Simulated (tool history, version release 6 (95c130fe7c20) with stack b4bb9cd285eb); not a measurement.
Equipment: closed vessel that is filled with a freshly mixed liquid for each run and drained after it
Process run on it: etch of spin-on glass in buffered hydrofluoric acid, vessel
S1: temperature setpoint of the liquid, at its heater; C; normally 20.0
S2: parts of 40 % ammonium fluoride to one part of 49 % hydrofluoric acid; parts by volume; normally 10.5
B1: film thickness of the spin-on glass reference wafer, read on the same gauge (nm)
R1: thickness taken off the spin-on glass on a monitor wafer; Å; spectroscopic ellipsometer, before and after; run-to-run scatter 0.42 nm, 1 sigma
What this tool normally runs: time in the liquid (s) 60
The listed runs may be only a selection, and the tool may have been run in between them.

Run 1, hour 0.0: usual settings; B1 139.97. Result: R1 1223.0 Å.
Run 2, hour 61.8: usual settings; B1 139.99. Result: R1 1223.7 Å.
Run 3, hour 86.7: usual settings; B1 140.00. Result: R1 1229.9 Å.
Run 4, hour 138.3: usual settings; B1 140.02. Result: R1 1229.6 Å.
Run 5, hour 183.4: usual settings but S2 11.5 parts by volume; B1 139.97. Result: R1 1119.4 Å.
Run 6, hour 215.0: usual settings but time in the liquid (s) 85; B1 139.96. Result: R1 1735.6 Å.
Run 7, hour 254.6: usual settings but time in the liquid (s) 85; B1 139.97. Result: R1 1718.6 Å.
Run 8, hour 281.5: usual settings but time in the liquid (s) 85; B1 140.02. Result: R1 1719.2 Å.
Run 9, hour 336.7: usual settings but S2 7.5 parts by volume, time in the liquid (s) 40; B1 139.99. Result: R1 1105.2 Å.
Run 10, hour 367.3: usual settings; B1 140.01. Result: R1 1223.1 Å.
Run 11, hour 411.1: usual settings but S1 18.0 C, time in the liquid (s) 30; B1 139.95. Result: R1 541.9 Å.
Run 12, hour 474.0: usual settings; B1 140.02. Result: R1 1208.9 Å.
Run 13, hour 519.3: usual settings; B1 139.96. Result: R1 1202.1 Å.
Run 14, hour 586.2: usual settings but S1 17.0 C; B1 140.00. Result: R1 1022.0 Å.
At hour 614.3: gauge calibrated.
Run 15, hour 658.1: usual settings but S1 17.0 C, time in the liquid (s) 75; B1 140.02. Result: R1 1270.7 Å.
At hour 680.2: thermometer replaced.
Run 16, hour 716.3: usual settings but S1 24.5 C, S2 13.5 parts by volume, time in the liquid (s) 75; B1 139.99. Result: R1 1516.3 Å.
At hour 725.7: hydrofluoric acid flow meter replaced.
Run 17, hour 757.4: usual settings but S1 17.5 C, S2 9.5 parts by volume, time in the liquid (s) 90; B1 140.00. Result: R1 1779.3 Å.
Run 18, hour 834.2: usual settings but time in the liquid (s) 95; B1 139.99. Result: R1 1988.7 Å.
Run 19, hour 880.0: usual settings but S1 24.0 C, S2 8.0 parts by volume, time in the liquid (s) 40; B1 140.02. Result: R1 1321.9 Å.
Run 20, hour 917.0: usual settings but S1 18.5 C; B1 140.01. Result: R1 1147.0 Å.

List, for all runs, the conditions of the tool that the log does not record:
liquid hotter than its thermometer reads (K): 0 in every run
gauge reads high (%): 0 in every run
H1: hydrofluoric acid flow below the setpoint (%)
run     H1
  1   2.28
  2   2.45
  3   2.51
  4   2.66
  5   2.78
  6   2.87
  7   2.97
  8   3.05
  9    3.2
 10   3.28
 11    3.4
 12   3.58
 13    3.7
 14   3.88
 15   4.08
 16   4.24
 17  0.171
 18  0.382
 19  0.507
 20  0.609

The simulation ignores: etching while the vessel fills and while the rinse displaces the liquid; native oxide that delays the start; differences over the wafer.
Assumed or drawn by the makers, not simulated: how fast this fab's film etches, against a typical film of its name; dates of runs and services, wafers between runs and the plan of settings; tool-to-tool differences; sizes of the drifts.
